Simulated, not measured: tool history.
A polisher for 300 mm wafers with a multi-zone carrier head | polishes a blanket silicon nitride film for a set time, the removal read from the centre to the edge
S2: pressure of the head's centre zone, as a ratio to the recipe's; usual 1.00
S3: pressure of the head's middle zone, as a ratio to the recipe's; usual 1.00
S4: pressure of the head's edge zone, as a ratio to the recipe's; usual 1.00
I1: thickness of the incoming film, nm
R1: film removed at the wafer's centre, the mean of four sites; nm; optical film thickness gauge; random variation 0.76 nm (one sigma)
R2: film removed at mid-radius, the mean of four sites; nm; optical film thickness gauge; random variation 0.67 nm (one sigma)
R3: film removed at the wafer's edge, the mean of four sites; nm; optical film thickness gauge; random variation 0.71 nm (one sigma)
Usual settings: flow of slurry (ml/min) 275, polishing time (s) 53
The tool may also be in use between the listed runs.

Run 1, day 0.000: usual settings but S2 1.03; I1 368.6. Result: R1 89.8 nm, R2 86.3 nm, R3 92.4 nm.
At day 2.975: edge zone pressure recalibrated.
Run 2, day 3.808: usual settings but S2 1.03; I1 369.2. Result: R1 89.3 nm, R2 86.6 nm, R3 91.9 nm.
Run 3, day 5.962: usual settings; I1 372.2. Result: R1 87.8 nm, R2 86.3 nm, R3 91.1 nm.
Run 4, day 7.650: usual settings; I1 367.5. Result: R1 89.5 nm, R2 87.5 nm, R3 92.2 nm.
Run 5, day 10.025: usual settings; I1 368.1. Result: R1 85.7 nm, R2 85.6 nm, R3 91.8 nm.
At day 10.246: worn pad replaced by a new one.
At day 11.304: carrier head's membrane replaced by a new one.
Run 6, day 11.642: usual settings; I1 369.2. Result: R1 88.7 nm, R2 86.5 nm, R3 91.0 nm.
Run 7, day 15.383: usual settings; I1 364.5. Result: R1 87.2 nm, R2 87.0 nm, R3 91.4 nm.
Run 8, day 17.000: usual settings; I1 368.3. Result: R1 87.6 nm, R2 86.9 nm, R3 92.2 nm.
Run 9, day 20.346: usual settings; I1 367.9. Result: R1 86.7 nm, R2 87.1 nm, R3 89.8 nm.
Run 10, day 22.696: usual settings; I1 374.3. Result: R1 86.9 nm, R2 86.4 nm, R3 91.9 nm.
At day 23.754: worn pad replaced by a new one.
Run 11, day 25.071: usual settings; I1 369.3. Result: R1 88.3 nm, R2 86.6 nm, R3 90.8 nm.
Run 12, day 28.621: usual settings but flow of slurry (ml/min) 215, S4 0.90, polishing time (s) 60; I1 368.8. Result: R1 94.7 nm, R2 94.4 nm, R3 97.9 nm.
At day 28.979: centre zone pressure recalibrated.
At day 29.962: slurry nozzle cleaned.
Run 13, day 32.712: usual settings but S4 0.93; I1 374.9. Result: R1 87.4 nm, R2 87.8 nm, R3 90.4 nm.
Run 14, day 34.821: usual settings; I1 371.3. Result: R1 87.1 nm, R2 87.2 nm, R3 91.9 nm.
At day 35.358: worn pad replaced by a new one.
Run 15, day 37.879: usual settings; I1 369.7. Result: R1 89.1 nm, R2 87.6 nm, R3 90.9 nm.
Run 16, day 40.438: usual settings; I1 373.9. Result: R1 86.3 nm, R2 86.7 nm, R3 91.7 nm.
At day 47.817: worn pad replaced by a new one.
Run 17, day 48.792: usual settings; I1 370.8. Result: R1 85.7 nm, R2 88.4 nm, R3 91.5 nm.
At day 49.171: edge zone pressure recalibrated.
At day 49.558: carrier head's membrane replaced by a new one.
Run 18, day 52.362: usual settings but flow of slurry (ml/min) 225, S3 1.08, polishing time (s) 58; I1 375.4. Result: R1 91.8 nm, R2 99.5 nm, R3 97.1 nm.
Run 19, day 54.400: usual settings but flow of slurry (ml/min) 330, S2 1.07; I1 368.7. Result: R1 95.3 nm, R2 88.3 nm, R3 92.6 nm.
At day 55.654: centre zone pressure recalibrated.
Run 20, day 58.250: usual settings but S4 1.11, polishing time (s) 36; I1 375.4. Result: R1 60.8 nm, R2 58.8 nm, R3 63.9 nm.
At day 59.600: worn pad replaced by a new one.
At day 59.792: slurry nozzle cleaned.
Run 21, day 61.233: usual settings but S2 1.11, polishing time (s) 60; I1 371.4. Result: R1 108.2 nm, R2 97.9 nm, R3 103.3 nm.
Run 22, day 65.462: usual settings but S2 0.90, S3 1.09, S4 1.12, polishing time (s) 37; I1 368.5. Result: R1 55.9 nm, R2 65.4 nm, R3 66.3 nm.

The tool's hidden state at each run:
removal rate lost through wear of the pad, %: 0 in every run
slurry flow missing at the pad, %: 0 in every run
deviation of the centre zone's pressure from its setpoint, %: 0 in every run
deviation of the edge zone's pressure from its setpoint, %: 0 in every run
